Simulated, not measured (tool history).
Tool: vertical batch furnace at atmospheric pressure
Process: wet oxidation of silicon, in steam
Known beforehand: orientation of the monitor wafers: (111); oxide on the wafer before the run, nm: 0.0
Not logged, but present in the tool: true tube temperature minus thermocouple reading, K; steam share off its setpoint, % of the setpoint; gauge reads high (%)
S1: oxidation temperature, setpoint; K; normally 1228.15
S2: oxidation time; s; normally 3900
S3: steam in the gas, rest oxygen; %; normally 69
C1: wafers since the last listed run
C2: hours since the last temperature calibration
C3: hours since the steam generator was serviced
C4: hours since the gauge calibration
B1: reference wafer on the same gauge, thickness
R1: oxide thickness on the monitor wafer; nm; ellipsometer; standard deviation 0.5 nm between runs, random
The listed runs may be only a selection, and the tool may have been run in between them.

{"run": 1, "hour": 0.0, "S1": 1228.15, "S2": 3900, "S3": 66, "C1": 0, "C2": 4791.3, "C3": 3240.0, "C4": 164.9, "B1": 310.02, "R1": 275.36}
{"run": 2, "hour": 9.0, "S1": 1228.15, "S2": 3900, "S3": 69, "C1": 158, "C2": 4800.3, "C3": 3249.0, "C4": 173.9, "B1": 309.92, "R1": 285.42}
{"run": 3, "hour": 24.0, "S1": 1228.15, "S2": 3900, "S3": 69, "C1": 264, "C2": 4815.3, "C3": 3264.0, "C4": 188.9, "B1": 309.9, "R1": 283.37}
{"run": 4, "hour": 32.7, "S1": 1228.15, "S2": 3900, "S3": 69, "C1": 153, "C2": 4824.0, "C3": 3272.7, "C4": 197.6, "B1": 309.89, "R1": 283.72}
{"run": 5, "hour": 44.3, "S1": 1228.15, "S2": 3900, "S3": 69, "C1": 204, "C2": 4835.6, "C3": 3284.3, "C4": 209.2, "B1": 310.09, "R1": 284.35}
{"run": 6, "hour": 57.1, "S1": 1228.15, "S2": 3900, "S3": 69, "C1": 225, "C2": 4848.4, "C3": 3297.1, "C4": 222.0, "B1": 309.89, "R1": 284.05}
{"run": 7, "hour": 73.6, "S1": 1228.15, "S2": 3900, "S3": 73, "C1": 291, "C2": 4864.9, "C3": 3313.6, "C4": 238.5, "B1": 309.94, "R1": 295.41}
{"run": 8, "hour": 90.0, "S1": 1228.15, "S2": 3900, "S3": 73, "C1": 289, "C2": 4881.3, "C3": 3330.0, "C4": 254.9, "B1": 309.98, "R1": 294.64}
{"hour": 122.4, "done": "thermocouples replaced and temperature profile calibrated"}
{"run": 9, "hour": 122.9, "S1": 1228.15, "S2": 3900, "S3": 73, "C1": 157, "C2": 0.5, "C3": 3362.9, "C4": 287.8, "B1": 310.05, "R1": 295.39}
{"run": 10, "hour": 126.8, "S1": 1228.15, "S2": 3900, "S3": 69, "C1": 68, "C2": 4.4, "C3": 3366.8, "C4": 291.7, "B1": 310.01, "R1": 283.11}
{"run": 11, "hour": 130.6, "S1": 1228.15, "S2": 3900, "S3": 69, "C1": 67, "C2": 8.2, "C3": 3370.6, "C4": 295.5, "B1": 309.84, "R1": 283.51}
{"run": 12, "hour": 134.5, "S1": 1228.15, "S2": 3900, "S3": 69, "C1": 68, "C2": 12.1, "C3": 3374.5, "C4": 299.4, "B1": 310.11, "R1": 282.95}
{"run": 13, "hour": 138.4, "S1": 1228.15, "S2": 3900, "S3": 69, "C1": 68, "C2": 16.0, "C3": 3378.4, "C4": 303.3, "B1": 309.93, "R1": 283.36}
{"run": 14, "hour": 144.0, "S1": 1228.15, "S2": 3900, "S3": 69, "C1": 98, "C2": 21.6, "C3": 3384.0, "C4": 308.9, "B1": 309.91, "R1": 283.15}
{"hour": 170.3, "done": "steam generator serviced"}
{"run": 15, "hour": 170.8, "S1": 1228.15, "S2": 3900, "S3": 69, "C1": 49, "C2": 48.4, "C3": 0.5, "C4": 335.7, "B1": 310.05, "R1": 300.61}
{"hour": 173.9, "done": "gauge calibrated"}
{"run": 16, "hour": 174.6, "S1": 1228.15, "S2": 3900, "S3": 69, "C1": 67, "C2": 52.2, "C3": 4.3, "C4": 0.7, "B1": 310.1, "R1": 301.46}
{"run": 17, "hour": 178.5, "S1": 1228.15, "S2": 3900, "S3": 69, "C1": 68, "C2": 56.1, "C3": 8.2, "C4": 4.6, "B1": 310.03, "R1": 301.21}
{"run": 18, "hour": 206.5, "S1": 1228.15, "S2": 3900, "S3": 69, "C1": 494, "C2": 84.1, "C3": 36.2, "C4": 32.6, "B1": 309.89, "R1": 300.6}
{"run": 19, "hour": 216.2, "S1": 1241.15, "S2": 3900, "S3": 61, "C1": 171, "C2": 93.8, "C3": 45.9, "C4": 42.3, "B1": 310.03, "R1": 305.17}
{"run": 20, "hour": 231.1, "S1": 1213.15, "S2": 2430, "S3": 74, "C1": 262, "C2": 108.7, "C3": 60.8, "C4": 57.2, "B1": 310.1, "R1": 196.17}
{"run": 21, "hour": 239.9, "S1": 1228.15, "S2": 3900, "S3": 69, "C1": 155, "C2": 117.5, "C3": 69.6, "C4": 66.0, "B1": 309.86, "R1": 300.6}
{"run": 22, "hour": 256.6, "S1": 1221.15, "S2": 3900, "S3": 62, "C1": 294, "C2": 134.2, "C3": 86.3, "C4": 82.7, "B1": 310.12, "R1": 263.36}
{"run": 23, "hour": 266.7, "S1": 1216.15, "S2": 2190, "S3": 63, "C1": 178, "C2": 144.3, "C3": 96.4, "C4": 92.8, "B1": 310.0, "R1": 163.68}
{"run": 24, "hour": 280.6, "S1": 1228.15, "S2": 3900, "S3": 69, "C1": 245, "C2": 158.2, "C3": 110.3, "C4": 106.7, "B1": 309.92, "R1": 300.2}
{"run": 25, "hour": 297.5, "S1": 1238.15, "S2": 5790, "S3": 74, "C1": 298, "C2": 175.1, "C3": 127.2, "C4": 123.6, "B1": 309.99, "R1": 442.74}
{"run": 26, "hour": 312.0, "S1": 1213.15, "S2": 2430, "S3": 74, "C1": 255, "C2": 189.6, "C3": 141.7, "C4": 138.1, "B1": 310.01, "R1": 196.12}
{"run": 27, "hour": 357.7, "S1": 1228.15, "S2": 3900, "S3": 63, "C1": 806, "C2": 235.3, "C3": 187.4, "C4": 183.8, "B1": 309.98, "R1": 280.88}
{"run": 28, "hour": 369.1, "S1": 1228.15, "S2": 3900, "S3": 69, "C1": 201, "C2": 246.7, "C3": 198.8, "C4": 195.2, "B1": 309.98, "R1": 300.97}
{"run": 29, "hour": 379.1, "S1": 1228.15, "S2": 3090, "S3": 73, "C1": 176, "C2": 256.7, "C3": 208.8, "C4": 205.2, "B1": 310.06, "R1": 264.77}
{"run": 30, "hour": 393.3, "S1": 1252.15, "S2": 2820, "S3": 80, "C1": 250, "C2": 270.9, "C3": 223.0, "C4": 219.4, "B1": 309.97, "R1": 319.54}
{"run": 31, "hour": 409.2, "S1": 1228.15, "S2": 3900, "S3": 69, "C1": 280, "C2": 286.8, "C3": 238.9, "C4": 235.3, "B1": 310.14, "R1": 300.36}
{"run": 32, "hour": 425.6, "S1": 1228.15, "S2": 3900, "S3": 69, "C1": 289, "C2": 303.2, "C3": 255.3, "C4": 251.7, "B1": 309.96, "R1": 299.7}
{"run": 33, "hour": 439.5, "S1": 1228.15, "S2": 3900, "S3": 69, "C1": 245, "C2": 317.1, "C3": 269.2, "C4": 265.6, "B1": 309.91, "R1": 300.36}
{"run": 34, "hour": 449.0, "S1": 1213.15, "S2": 5190, "S3": 62, "C1": 167, "C2": 326.6, "C3": 278.7, "C4": 275.1, "B1": 310.0, "R1": 303.22}
{"run": 35, "hour": 458.3, "S1": 1222.15, "S2": 3900, "S3": 78, "C1": 164, "C2": 335.9, "C3": 288.0, "C4": 284.4, "B1": 309.9, "R1": 312.93}
{"run": 36, "hour": 470.7, "S1": 1240.15, "S2": 4920, "S3": 65, "C1": 218, "C2": 348.3, "C3": 300.4, "C4": 296.8, "B1": 309.81, "R1": 370.47}
{"run": 37, "hour": 486.3, "S1": 1216.15, "S2": 3900, "S3": 78, "C1": 275, "C2": 363.9, "C3": 316.0, "C4": 312.4, "B1": 309.92, "R1": 297.84}
{"hour": 486.5, "done": "gauge calibrated"}
{"run": 38, "hour": 493.6, "S1": 1242.15, "S2": 2070, "S3": 59, "C1": 128, "C2": 371.2, "C3": 323.3, "C4": 7.1, "B1": 310.04, "R1": 189.96}

Below, some changes in R1 between adjacent runs. For each, the amount present without the hidden state too (settings, incoming material, random variation) and the amount remaining for the hidden state with gauge scatter not shared by both compared results:
Run 6 -> 7: S3 69 -> 73. R1 +11.36 nm: hidden state -0.70, all else +12.06.
Run 9 -> 10: S3 73 -> 69. R1 -12.28 nm: hidden state +0.59, all else -12.87.
Run 14 -> 15: steam generator serviced. R1 +17.46 nm: hidden state +17.50, all else -0.04.
Run 23 -> 24: S1 1216.15 -> 1228.15, S2 2190 -> 3900, S3 63 -> 69. R1 +136.52 nm: hidden state -0.09, all else +136.61.
Run 24 -> 25: S1 1228.15 -> 1238.15, S2 3900 -> 5790, S3 69 -> 74. R1 +142.54 nm: hidden state -0.07, all else +142.61.
Run 25 -> 26: S1 1238.15 -> 1213.15, S2 5790 -> 2430. R1 -246.62 nm: hidden state +0.13, all else -246.75.
